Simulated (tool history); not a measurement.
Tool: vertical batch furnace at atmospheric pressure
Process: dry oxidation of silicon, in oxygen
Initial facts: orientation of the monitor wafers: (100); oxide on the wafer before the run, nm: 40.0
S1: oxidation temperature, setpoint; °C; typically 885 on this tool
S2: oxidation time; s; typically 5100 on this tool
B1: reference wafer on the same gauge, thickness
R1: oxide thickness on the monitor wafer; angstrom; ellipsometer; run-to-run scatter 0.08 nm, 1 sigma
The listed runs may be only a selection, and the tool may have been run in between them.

| run | hour | S1 | S2 | B1 | R1 |
|---|---|---|---|---|---|
| 1 | 0 | 902 | 5100 | 62.98 | 567.4 |
| 2 | 28.1 | 902 | 5100 | 63 | 567.9 |
| 3 | 52.3 | 902 | 5100 | 63.04 | 567.8 |
| 4 | 69.4 | 877 | 6030 | 62.95 | 538.3 |
| 5 | 93.8 | 885 | 6900 | 63 | 570.2 |
| 6 | 197.1 | 885 | 6900 | 62.98 | 572 |
| 7 | 213 | 885 | 5100 | 63.04 | 535.6 |
| 8 | 238.6 | 885 | 5100 | 63 | 535.3 |
| 9 | 264.9 | 885 | 5100 | 63.03 | 535.1 |
| 10 | 292.8 | 885 | 5100 | 63 | 535.8 |
| 11 | 306.4 | 885 | 5100 | 63.02 | 534.9 |
| 12 | 334.7 | 885 | 5100 | 62.99 | 536.7 |
|  | 340.7 | gauge calibrated |
| 13 | 359.1 | 885 | 5100 | 62.34 | 530.8 |
|  | 398.2 | thermocouples replaced and temperature profile calibrated |
| 14 | 398.7 | 885 | 5100 | 62.4 | 530.2 |
| 15 | 421 | 863 | 4200 | 62.44 | 485.7 |
| 16 | 439.6 | 903 | 3090 | 62.47 | 510.6 |
| 17 | 457 | 885 | 5100 | 62.49 | 532 |
| 18 | 487.9 | 900 | 2970 | 62.55 | 504.8 |
|  | 562.6 | boat lift adjusted |
| 19 | 580.4 | 877 | 6030 | 62.65 | 535.1 |
| 20 | 606.3 | 910 | 6480 | 62.63 | 622.7 |
| 21 | 620.7 | 910 | 5100 | 62.66 | 581.8 |
| 22 | 650.6 | 885 | 5100 | 62.7 | 532.9 |
| 23 | 676.6 | 885 | 2730 | 62.71 | 484.1 |
| 24 | 695.9 | 897 | 2820 | 62.71 | 497.7 |
| 25 | 722.3 | 904 | 5880 | 62.74 | 590.8 |
| 26 | 735.5 | 894 | 4440 | 62.77 | 533.7 |
| 27 | 763.5 | 909 | 3000 | 62.76 | 519 |
| 28 | 781.6 | 878 | 5100 | 62.77 | 521.6 |
| 29 | 814.1 | 871 | 3300 | 62.75 | 482.9 |

Consider 3 possible next runs. They are alternatives, not a sequence: every one starts from the tool as it was left by run 29. What does each give?
| A | 819.4 | 860 | 5100 | ? | ? |
| B | 819.4 | 873 | 5100 | ? | ? |
| C | 819.4 | 909 | 3390 | ? | ? |

| run | B1 | R1 |
|---|---|---|
| A | 62.79 | 499.6 |
| B | 62.79 | 516.5 |
| C | 62.79 | 532.5 |
Stripped of hidden state, with their random variation kept, the same runs would have yielded:
| run | R1 |
|---|---|
| A | 496.6 |
| B | 513.3 |
| C | 529.3 |

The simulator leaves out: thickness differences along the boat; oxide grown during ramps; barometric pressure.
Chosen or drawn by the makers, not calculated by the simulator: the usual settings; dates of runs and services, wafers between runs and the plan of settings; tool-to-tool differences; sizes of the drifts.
